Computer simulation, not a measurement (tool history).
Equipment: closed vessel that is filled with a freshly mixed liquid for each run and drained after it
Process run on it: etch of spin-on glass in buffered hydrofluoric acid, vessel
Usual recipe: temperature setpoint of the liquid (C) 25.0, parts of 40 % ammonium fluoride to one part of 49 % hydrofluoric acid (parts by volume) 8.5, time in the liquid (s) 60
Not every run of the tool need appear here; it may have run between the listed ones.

| run | hour | temperature setpoint of the liquid (C) | parts of 40 % ammonium fluoride to one part of 49 % hydrofluoric acid (parts by volume) | time in the liquid (s) | wafers since the last listed run | hours since the thermometer was replaced | hours since the hydrofluoric acid flow meter was replaced | hours since the gauge calibration | read-back film thickness of the spin-on glass reference wafer, read on the same gauge (nm) | thickness taken off the spin-on glass on a monitor wafer (angstrom) |
|---|---|---|---|---|---|---|---|---|---|---|
| 1 | 0.0 | 25.0 | 8.5 | 60 | 0 | 2743.6 | 388.0 | 81.4 | 99.98 | 2391.6 |
| 2 | 11.5 | 25.0 | 8.5 | 60 | 999 | 2755.1 | 399.5 | 92.9 | 99.99 | 2385.4 |
| 3 | 23.5 | 25.0 | 8.5 | 60 | 1043 | 2767.1 | 411.5 | 104.9 | 100.00 | 2396.3 |
| 4 | 39.4 | 25.0 | 8.5 | 60 | 1382 | 2783.0 | 427.4 | 120.8 | 100.02 | 2396.4 |
| 5 | 54.0 | 25.0 | 8.5 | 60 | 1269 | 2797.6 | 442.0 | 135.4 | 99.97 | 2399.0 |
| 6 | 67.7 | 25.0 | 8.5 | 60 | 1190 | 2811.3 | 455.7 | 149.1 | 100.01 | 2395.0 |
|  | 76.1 | thermometer replaced |
| 7 | 78.3 | 25.0 | 6.5 | 75 | 834 | 2.2 | 466.3 | 159.7 | 99.98 | 4555.4 |
| 8 | 93.1 | 25.0 | 8.5 | 60 | 1286 | 17.0 | 481.1 | 174.5 | 99.94 | 2819.2 |
| 9 | 108.0 | 25.0 | 8.5 | 60 | 1295 | 31.9 | 496.0 | 189.4 | 100.02 | 2810.9 |
|  | 112.6 | gauge calibrated |
| 10 | 114.7 | 28.5 | 7.0 | 70 | 582 | 38.6 | 502.7 | 2.1 | 100.02 | 4833.0 |
| 11 | 122.8 | 21.5 | 8.5 | 45 | 704 | 46.7 | 510.8 | 10.2 | 100.02 | 1743.3 |
| 12 | 137.5 | 29.5 | 7.5 | 75 | 1277 | 61.4 | 525.5 | 24.9 | 99.98 | 5123.0 |
|  | 150.1 | hydrofluoric acid flow meter replaced |
| 13 | 151.5 | 25.0 | 8.5 | 60 | 1130 | 75.4 | 1.4 | 38.9 | 100.02 | 2645.7 |
| 14 | 162.3 | 25.0 | 7.5 | 80 | 938 | 86.2 | 12.2 | 49.7 | 100.03 | 4033.6 |
| 15 | 176.1 | 22.5 | 7.0 | 60 | 1199 | 100.0 | 26.0 | 63.5 | 99.98 | 2850.0 |
| 16 | 183.1 | 25.0 | 8.5 | 60 | 608 | 107.0 | 33.0 | 70.5 | 100.02 | 2657.1 |
| 17 | 200.9 | 25.0 | 8.5 | 60 | 1547 | 124.8 | 50.8 | 88.3 | 100.01 | 2644.5 |
| 18 | 211.3 | 21.5 | 12.0 | 60 | 904 | 135.2 | 61.2 | 98.7 | 99.99 | 1605.9 |
| 19 | 225.3 | 25.0 | 11.5 | 90 | 1216 | 149.2 | 75.2 | 112.7 | 99.97 | 3042.6 |

Branching from run 19: 4 alternative next runs. What would each branch give?
| A | 226.0 | 25.0 | 8.5 | 60 | 60 | 149.9 | 75.9 | 113.4 | ? | ? |
| B | 226.0 | 25.0 | 11.0 | 60 | 60 | 149.9 | 75.9 | 113.4 | ? | ? |
| C | 226.0 | 25.0 | 11.0 | 40 | 60 | 149.9 | 75.9 | 113.4 | ? | ? |
| D | 226.0 | 21.5 | 8.5 | 80 | 60 | 149.9 | 75.9 | 113.4 | ? | ? |

| run | read-back film thickness of the spin-on glass reference wafer, read on the same gauge (nm) | thickness taken off the spin-on glass on a monitor wafer (angstrom) |
|---|---|---|
| A | 100.03 | 2649.6 |
| B | 100.03 | 2122.1 |
| C | 100.03 | 1414.7 |
| D | 100.03 | 2915.4 |
With the hidden condition removed and each run's random variation left untouched, the same runs would have given:
| run | thickness taken off the spin-on glass on a monitor wafer (angstrom) |
|---|---|
| A | 2675.1 |
| B | 2144.6 |
| C | 1429.7 |
| D | 2944.7 |

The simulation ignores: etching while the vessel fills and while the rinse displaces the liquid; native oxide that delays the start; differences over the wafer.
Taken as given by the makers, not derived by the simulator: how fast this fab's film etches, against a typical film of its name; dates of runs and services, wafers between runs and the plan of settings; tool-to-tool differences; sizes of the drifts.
